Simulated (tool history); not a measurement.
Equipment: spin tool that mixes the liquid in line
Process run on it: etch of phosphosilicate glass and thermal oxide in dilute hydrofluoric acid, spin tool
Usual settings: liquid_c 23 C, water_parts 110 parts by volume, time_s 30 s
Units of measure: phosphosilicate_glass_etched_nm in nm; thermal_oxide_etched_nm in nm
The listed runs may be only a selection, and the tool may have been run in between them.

run   hour  liquid_c  water_parts  time_s  wafers since the last listed run  hours since the thermometer was replaced  hours since the hydrofluoric acid flow meter was replaced  hours since the gauge calibration  read-back film thickness of the phosphosilicate glass reference wafer, read on the same gauge (nm)  read-back film thickness of the thermal oxide reference wafer, read on the same gauge (nm)  phosphosilicate_glass_etched_nm  thermal_oxide_etched_nm
  1      0        23          125      30                                 0                                    2462.6                                                      348.6                               46.2                                                                                               49.99                                                                                      79.995                            20.64                    0.956
  2   19.2        23          110      20                               303                                    2481.8                                                      367.8                               65.4                                                                                               49.98                                                                                       80.01                            15.78                    0.747
  3   40.2        23          110      20                               332                                    2502.8                                                      388.8                               86.4                                                                                               49.98                                                                                       80.02                            15.88                    0.773
  4   77.9        23          110      20                               596                                    2540.5                                                      426.5                              124.1                                                                                               49.97                                                                                      79.998                            16.09                     0.74
  5     97        24          110      30                               302                                    2559.6                                                      445.6                              143.2                                                                                               49.99                                                                                      80.015                            24.85                    1.153
  6  126.5        23           70      45                               466                                    2589.1                                                      475.1                              172.7                                                                                               49.99                                                                                      80.012                            59.37                    2.731
     145.8  -- thermometer replaced
  7  151.6        25          140      40                               381                                       5.8                                                      500.2                              197.8                                                                                                  50                                                                                      80.025                             25.1                    1.168
  8    174      18.5          130      40                               354                                      28.2                                                      522.6                              220.2                                                                                               50.03                                                                                      79.995                            20.81                    1.005
  9  189.5        25           65      15                               245                                      43.7                                                      538.1                              235.7                                                                                               50.01                                                                                      79.983                            22.15                    1.073
       210  -- hydrofluoric acid flow meter replaced
 10    269        23          140      30                              1242                                     123.2                                                         59                              315.2                                                                                               50.03                                                                                      79.997                            17.23                     0.87
 11  308.9        20          110      30                               631                                     163.1                                                       98.9                              355.1                                                                                               49.99                                                                                      80.001                            19.91                    0.942
 12  329.9        23          110      30                               332                                     184.1                                                      119.9                              376.1                                                                                               49.99                                                                                      80.042                            22.63                    1.092
 13  349.2        18          160      15                               305                                     203.4                                                      139.2                              395.4                                                                                               49.98                                                                                       80.01                                6                    0.274
     393.9  -- thermometer replaced, repeated, since the last time left the tool worse
 14  410.2        25          110      30                               949                                      16.3                                                      200.2                              456.4                                                                                               49.97                                                                                      79.973                            27.43                    1.369
 15  437.4        23           70      30                               430                                      43.5                                                      227.4                              483.6                                                                                               50.01                                                                                      79.984                            42.37                     1.91
 16  457.4        27          110      45                               316                                      63.5                                                      247.4                              503.6                                                                                               49.98                                                                                      80.001                            45.28                     2.15
 17  491.7      18.5          110      15                               542                                      97.8                                                      281.7                              537.9                                                                                               50.01                                                                                      80.027                            10.54                    0.474
 18  513.1        23          165      30                               338                                     119.2                                                      303.1                              559.3                                                                                               49.96                                                                                      79.996                            15.97                    0.776
 19  540.6        27          110      40                               435                                     146.7                                                      330.6                              586.8                                                                                               50.03                                                                                      79.998                            39.85                    2.015
 20  569.4      18.5          110      30                               455                                     175.5                                                      359.4                              615.6                                                                                               50.01                                                                                      80.003                             21.6                        1
 21  583.7        23          110      30                               226                                     189.8                                                      373.7                              629.9                                                                                                  50                                                                                      79.997                            25.36                    1.277
 22  611.8        23          110      30                               444                                     217.9                                                      401.8                                658                                                                                               49.95                                                                                      80.006                            25.51                    1.196
 23  631.9        26           85      20                               318                                       238                                                      421.9                              678.1                                                                                                  50                                                                                      80.013                            25.58                    1.219
 24  666.1      26.5           85      15                               541                                     272.2                                                      456.1                              712.3                                                                                               49.99                                                                                      79.982                            19.93                    0.921
 25  680.3        23          110      30                               224                                     286.4                                                      470.3                              726.5                                                                                               50.02                                                                                      80.038                             25.8                    1.176
     685.4  -- gauge calibrated
 26  707.4        28           85      20                               428                                     313.5                                                      497.4                                 22                                                                                               49.98                                                                                      80.021                            27.69                     1.37

Forecast each of these 4 alternatives for the next run:
  A  707.8        23          110      30                                 6                                     313.9                                                      497.8                               22.4                                                                                                   ?                                                                                           ?                                ?                        ?
  B  707.8        28          165      15                                 6                                     313.9                                                      497.8                               22.4                                                                                                   ?                                                                                           ?                                ?                        ?
  C  707.8        23           80      30                                 6                                     313.9                                                      497.8                               22.4                                                                                                   ?                                                                                           ?                                ?                        ?
  D  707.8      20.5           80      40                                 6                                     313.9                                                      497.8                               22.4                                                                                                   ?                                                                                           ?                                ?                        ?

run  read-back film thickness of the phosphosilicate glass reference wafer, read on the same gauge (nm)  read-back film thickness of the thermal oxide reference wafer, read on the same gauge (nm)  phosphosilicate_glass_etched_nm  thermal_oxide_etched_nm
  A                                                                                               50.03                                                                                      79.995                             25.4                    1.225
  B                                                                                               50.03                                                                                      79.995                             9.59                    0.463
  C                                                                                               50.03                                                                                      79.995                             36.2                    1.746
  D                                                                                               50.03                                                                                      79.995                            43.55                    2.101
Take away the tool's hidden state, keep each run's random variation, and the runs would have read:
run  phosphosilicate_glass_etched_nm  thermal_oxide_etched_nm
  A                            25.68                    1.239
  B                             9.69                    0.467
  C                            36.61                    1.766
  D                            44.06                    2.125

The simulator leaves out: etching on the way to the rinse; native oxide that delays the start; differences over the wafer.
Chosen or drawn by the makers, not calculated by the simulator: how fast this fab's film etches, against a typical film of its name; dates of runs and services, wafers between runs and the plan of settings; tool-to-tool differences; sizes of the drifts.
